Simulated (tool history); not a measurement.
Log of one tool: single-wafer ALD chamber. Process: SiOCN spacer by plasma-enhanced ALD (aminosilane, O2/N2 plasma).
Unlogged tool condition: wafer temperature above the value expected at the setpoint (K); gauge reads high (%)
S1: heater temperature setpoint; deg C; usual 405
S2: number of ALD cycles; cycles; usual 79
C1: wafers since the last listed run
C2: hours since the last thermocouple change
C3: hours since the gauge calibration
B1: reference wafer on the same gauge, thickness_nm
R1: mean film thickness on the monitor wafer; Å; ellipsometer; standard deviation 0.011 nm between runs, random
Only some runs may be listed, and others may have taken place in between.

Run 1, hour 0: usual settings; C1 0; C2 1114.8; C3 39.9; B1 3.881. Result: R1 43.78 Å.
Run 2, hour 19.2: usual settings; C1 61; C2 1134; C3 59.1; B1 3.881. Result: R1 43.75 Å.
Run 3, hour 50.6: usual settings but S2 86 cycles; C1 100; C2 1165.4; C3 90.5; B1 3.879. Result: R1 47.63 Å.
Run 4, hour 72: usual settings but S2 86 cycles; C1 68; C2 1186.8; C3 111.9; B1 3.881. Result: R1 47.76 Å.
Run 5, hour 100.9: usual settings but S2 72 cycles; C1 92; C2 1215.7; C3 140.8; B1 3.881. Result: R1 39.84 Å.
Run 6, hour 131.8: usual settings; C1 98; C2 1246.6; C3 171.7; B1 3.88. Result: R1 43.68 Å.
Run 7, hour 146.2: usual settings but S2 67 cycles; C1 45; C2 1261; C3 186.1; B1 3.878. Result: R1 37.15 Å.
Run 8, hour 173.2: usual settings but S2 67 cycles; C1 86; C2 1288; C3 213.1; B1 3.88. Result: R1 37.22 Å.
Run 9, hour 195.4: usual settings but S1 410 deg C, S2 73 cycles; C1 70; C2 1310.2; C3 235.3; B1 3.879. Result: R1 39.97 Å.
Run 10, hour 226: usual settings; C1 97; C2 1340.8; C3 265.9; B1 3.881. Result: R1 43.81 Å.
Run 11, hour 240.1: usual settings; C1 44; C2 1354.9; C3 280; B1 3.882. Result: R1 43.79 Å.
Run 12, hour 268.4: usual settings but S1 394 deg C, S2 93 cycles; C1 90; C2 1383.2; C3 308.3; B1 3.879. Result: R1 52.43 Å.
At hour 288.7: gauge calibrated.
At hour 298.6: thermocouple changed; heater temperature recalibrated.
Run 13, hour 299.1: usual settings but S1 419 deg C, S2 94 cycles; C1 72; C2 0.5; C3 10.4; B1 3.881. Result: R1 50.46 Å.
Run 14, hour 322.7: usual settings but S1 412 deg C, S2 74 cycles; C1 75; C2 24.1; C3 34; B1 3.879. Result: R1 40.22 Å.
Run 15, hour 342.4: usual settings but S1 412 deg C, S2 86 cycles; C1 62; C2 43.8; C3 53.7; B1 3.88. Result: R1 46.6 Å.
Run 16, hour 369.4: usual settings but S2 67 cycles; C1 86; C2 70.8; C3 80.7; B1 3.881. Result: R1 37.07 Å.
Run 17, hour 388.8: usual settings but S1 394 deg C; C1 61; C2 90.2; C3 100.1; B1 3.88. Result: R1 44.42 Å.

Each row is a separate what-if for the run after 17, all from the same tool condition, not one after another. Results?
Run A, hour 389.4: usual settings but S2 91 cycles; C1 1; C2 90.8; C3 100.7; B1 ?. Result: R1 ?.
Run B, hour 389.4: usual settings but S1 413 deg C, S2 93 cycles; C1 1; C2 90.8; C3 100.7; B1 ?. Result: R1 ?.
Run C, hour 389.4: usual settings but S1 393 deg C; C1 1; C2 90.8; C3 100.7; B1 ?. Result: R1 ?.

run    B1     R1
  A  3.88  50.34
  B  3.88  50.35
  C  3.88  44.37
Had the tool no hidden state, the same runs would have come out as:
run     R1
  A  50.34
  B  50.35
  C  44.37
